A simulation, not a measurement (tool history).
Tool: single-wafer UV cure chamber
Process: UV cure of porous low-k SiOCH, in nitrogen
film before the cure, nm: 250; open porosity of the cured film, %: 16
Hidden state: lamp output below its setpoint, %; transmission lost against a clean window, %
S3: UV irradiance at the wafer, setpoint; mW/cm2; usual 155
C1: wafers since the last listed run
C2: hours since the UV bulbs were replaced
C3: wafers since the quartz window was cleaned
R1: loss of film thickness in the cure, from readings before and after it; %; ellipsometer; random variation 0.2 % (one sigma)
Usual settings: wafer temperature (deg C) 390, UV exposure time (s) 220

{"run": 1, "hour": 0.0, "wafer temperature (deg C)": 390, "UV exposure time (s)": 220, "S3": 144, "C1": 0, "C2": 2115.1, "C3": 1145, "R1": 11.256}
{"run": 2, "hour": 8.8, "wafer temperature (deg C)": 390, "UV exposure time (s)": 220, "S3": 155, "C1": 70, "C2": 2123.9, "C3": 1216, "R1": 11.849}
{"run": 3, "hour": 23.9, "wafer temperature (deg C)": 390, "UV exposure time (s)": 220, "S3": 155, "C1": 121, "C2": 2139.0, "C3": 1337, "R1": 11.668}
{"run": 4, "hour": 32.8, "wafer temperature (deg C)": 406, "UV exposure time (s)": 295, "S3": 155, "C1": 71, "C2": 2147.9, "C3": 1409, "R1": 13.559}
{"run": 5, "hour": 39.6, "wafer temperature (deg C)": 382, "UV exposure time (s)": 220, "S3": 155, "C1": 54, "C2": 2154.7, "C3": 1463, "R1": 11.72}
{"run": 6, "hour": 56.1, "wafer temperature (deg C)": 382, "UV exposure time (s)": 220, "S3": 155, "C1": 132, "C2": 2171.2, "C3": 1596, "R1": 11.062}
{"run": 7, "hour": 67.0, "wafer temperature (deg C)": 390, "UV exposure time (s)": 220, "S3": 186, "C1": 87, "C2": 2182.1, "C3": 1683, "R1": 12.356}
{"run": 8, "hour": 77.7, "wafer temperature (deg C)": 390, "UV exposure time (s)": 220, "S3": 186, "C1": 85, "C2": 2192.8, "C3": 1769, "R1": 12.42}
{"run": 9, "hour": 86.5, "wafer temperature (deg C)": 390, "UV exposure time (s)": 220, "S3": 155, "C1": 70, "C2": 2201.6, "C3": 1840, "R1": 11.44}
{"run": 10, "hour": 99.8, "wafer temperature (deg C)": 390, "UV exposure time (s)": 220, "S3": 155, "C1": 106, "C2": 2214.9, "C3": 1947, "R1": 11.2}
{"run": 11, "hour": 114.0, "wafer temperature (deg C)": 390, "UV exposure time (s)": 220, "S3": 155, "C1": 114, "C2": 2229.1, "C3": 2061, "R1": 11.051}
{"run": 12, "hour": 122.4, "wafer temperature (deg C)": 374, "UV exposure time (s)": 220, "S3": 155, "C1": 67, "C2": 2237.5, "C3": 2128, "R1": 11.253}
{"run": 13, "hour": 140.3, "wafer temperature (deg C)": 374, "UV exposure time (s)": 220, "S3": 155, "C1": 143, "C2": 2255.4, "C3": 2272, "R1": 11.063}
{"run": 14, "hour": 148.6, "wafer temperature (deg C)": 374, "UV exposure time (s)": 220, "S3": 155, "C1": 66, "C2": 2263.7, "C3": 2339, "R1": 10.926}
{"run": 15, "hour": 160.2, "wafer temperature (deg C)": 390, "UV exposure time (s)": 290, "S3": 155, "C1": 93, "C2": 2275.3, "C3": 2432, "R1": 12.607}
{"run": 16, "hour": 168.2, "wafer temperature (deg C)": 390, "UV exposure time (s)": 290, "S3": 155, "C1": 64, "C2": 2283.3, "C3": 2496, "R1": 12.669}
{"run": 17, "hour": 179.5, "wafer temperature (deg C)": 390, "UV exposure time (s)": 290, "S3": 155, "C1": 90, "C2": 2294.6, "C3": 2587, "R1": 12.389}
{"hour": 190.0, "done": "quartz window cleaned"}
{"run": 18, "hour": 194.6, "wafer temperature (deg C)": 390, "UV exposure time (s)": 220, "S3": 155, "C1": 57, "C2": 2309.7, "C3": 36, "R1": 11.972}
{"run": 19, "hour": 208.3, "wafer temperature (deg C)": 390, "UV exposure time (s)": 220, "S3": 155, "C1": 110, "C2": 2323.4, "C3": 146, "R1": 11.958}
{"run": 20, "hour": 222.9, "wafer temperature (deg C)": 390, "UV exposure time (s)": 220, "S3": 155, "C1": 117, "C2": 2338.0, "C3": 264, "R1": 11.854}
{"run": 21, "hour": 232.1, "wafer temperature (deg C)": 390, "UV exposure time (s)": 220, "S3": 155, "C1": 73, "C2": 2347.2, "C3": 338, "R1": 11.841}
{"hour": 243.5, "done": "UV bulbs replaced"}
{"run": 22, "hour": 244.0, "wafer temperature (deg C)": 390, "UV exposure time (s)": 290, "S3": 155, "C1": 31, "C2": 0.5, "C3": 369, "R1": 12.587}
{"run": 23, "hour": 250.6, "wafer temperature (deg C)": 390, "UV exposure time (s)": 130, "S3": 187, "C1": 53, "C2": 7.1, "C3": 422, "R1": 10.526}
{"run": 24, "hour": 266.2, "wafer temperature (deg C)": 390, "UV exposure time (s)": 160, "S3": 128, "C1": 125, "C2": 22.7, "C3": 547, "R1": 9.653}
{"run": 25, "hour": 306.2, "wafer temperature (deg C)": 396, "UV exposure time (s)": 255, "S3": 189, "C1": 321, "C2": 62.7, "C3": 869, "R1": 13.217}
{"run": 26, "hour": 322.6, "wafer temperature (deg C)": 390, "UV exposure time (s)": 220, "S3": 155, "C1": 131, "C2": 79.1, "C3": 1000, "R1": 11.354}
{"run": 27, "hour": 332.9, "wafer temperature (deg C)": 384, "UV exposure time (s)": 220, "S3": 187, "C1": 82, "C2": 89.4, "C3": 1083, "R1": 12.536}
{"run": 28, "hour": 346.2, "wafer temperature (deg C)": 390, "UV exposure time (s)": 260, "S3": 155, "C1": 106, "C2": 102.7, "C3": 1190, "R1": 11.902}
{"run": 29, "hour": 354.1, "wafer temperature (deg C)": 390, "UV exposure time (s)": 350, "S3": 186, "C1": 63, "C2": 110.6, "C3": 1253, "R1": 14.295}
{"run": 30, "hour": 370.2, "wafer temperature (deg C)": 390, "UV exposure time (s)": 220, "S3": 155, "C1": 129, "C2": 126.7, "C3": 1383, "R1": 11.39}
{"run": 31, "hour": 385.9, "wafer temperature (deg C)": 397, "UV exposure time (s)": 285, "S3": 185, "C1": 126, "C2": 142.4, "C3": 1509, "R1": 13.431}
{"run": 32, "hour": 401.1, "wafer temperature (deg C)": 390, "UV exposure time (s)": 165, "S3": 137, "C1": 122, "C2": 157.6, "C3": 1631, "R1": 9.795}
{"run": 33, "hour": 412.5, "wafer temperature (deg C)": 390, "UV exposure time (s)": 320, "S3": 155, "C1": 91, "C2": 169.0, "C3": 1722, "R1": 13.189}
{"run": 34, "hour": 418.7, "wafer temperature (deg C)": 398, "UV exposure time (s)": 140, "S3": 168, "C1": 49, "C2": 175.2, "C3": 1772, "R1": 10.254}
{"run": 35, "hour": 431.1, "wafer temperature (deg C)": 390, "UV exposure time (s)": 220, "S3": 155, "C1": 99, "C2": 187.6, "C3": 1872, "R1": 11.805}
{"run": 36, "hour": 439.9, "wafer temperature (deg C)": 390, "UV exposure time (s)": 155, "S3": 193, "C1": 70, "C2": 196.4, "C3": 1942, "R1": 10.987}
{"run": 37, "hour": 452.0, "wafer temperature (deg C)": 390, "UV exposure time (s)": 345, "S3": 179, "C1": 97, "C2": 208.5, "C3": 2040, "R1": 13.943}
{"run": 38, "hour": 460.7, "wafer temperature (deg C)": 374, "UV exposure time (s)": 335, "S3": 190, "C1": 69, "C2": 217.2, "C3": 2110, "R1": 14.163}
{"run": 39, "hour": 469.9, "wafer temperature (deg C)": 397, "UV exposure time (s)": 180, "S3": 130, "C1": 73, "C2": 226.4, "C3": 2183, "R1": 9.575}
{"run": 40, "hour": 477.3, "wafer temperature (deg C)": 390, "UV exposure time (s)": 220, "S3": 155, "C1": 59, "C2": 233.8, "C3": 2243, "R1": 11.142}
{"run": 41, "hour": 491.4, "wafer temperature (deg C)": 390, "UV exposure time (s)": 320, "S3": 123, "C1": 113, "C2": 247.9, "C3": 2356, "R1": 12.186}
{"hour": 513.3, "done": "quartz window cleaned"}
{"run": 42, "hour": 513.8, "wafer temperature (deg C)": 404, "UV exposure time (s)": 115, "S3": 189, "C1": 115, "C2": 270.3, "C3": 4, "R1": 10.547}
{"run": 43, "hour": 521.7, "wafer temperature (deg C)": 390, "UV exposure time (s)": 180, "S3": 189, "C1": 63, "C2": 278.2, "C3": 67, "R1": 12.391}

Some steps in R1 between neighbouring runs. How much of each would the tool show without its hidden state too (settings, what came in, random variation), and how much is left for the hidden state, with any gauge scatter that isn't in both results?
Run 17 -> 18: UV exposure time (s) 290 -> 220, quartz window cleaned. R1 -0.417 %: hidden state +0.746, all else -1.163.
Run 24 -> 25: wafer temperature (deg C) 390 -> 396, UV exposure time (s) 160 -> 255, S3 128 -> 189. R1 +3.564 %: hidden state -0.138, all else +3.702.
Run 31 -> 32: wafer temperature (deg C) 397 -> 390, UV exposure time (s) 285 -> 165, S3 185 -> 137. R1 -3.636 %: hidden state -0.001, all else -3.635.
Run 38 -> 39: wafer temperature (deg C) 374 -> 397, UV exposure time (s) 335 -> 180, S3 190 -> 130. R1 -4.588 %: hidden state +0.088, all else -4.676.
Run 41 -> 42: wafer temperature (deg C) 390 -> 404, UV exposure time (s) 320 -> 115, S3 123 -> 189, quartz window cleaned. R1 -1.639 %: hidden state +1.059, all else -2.698.
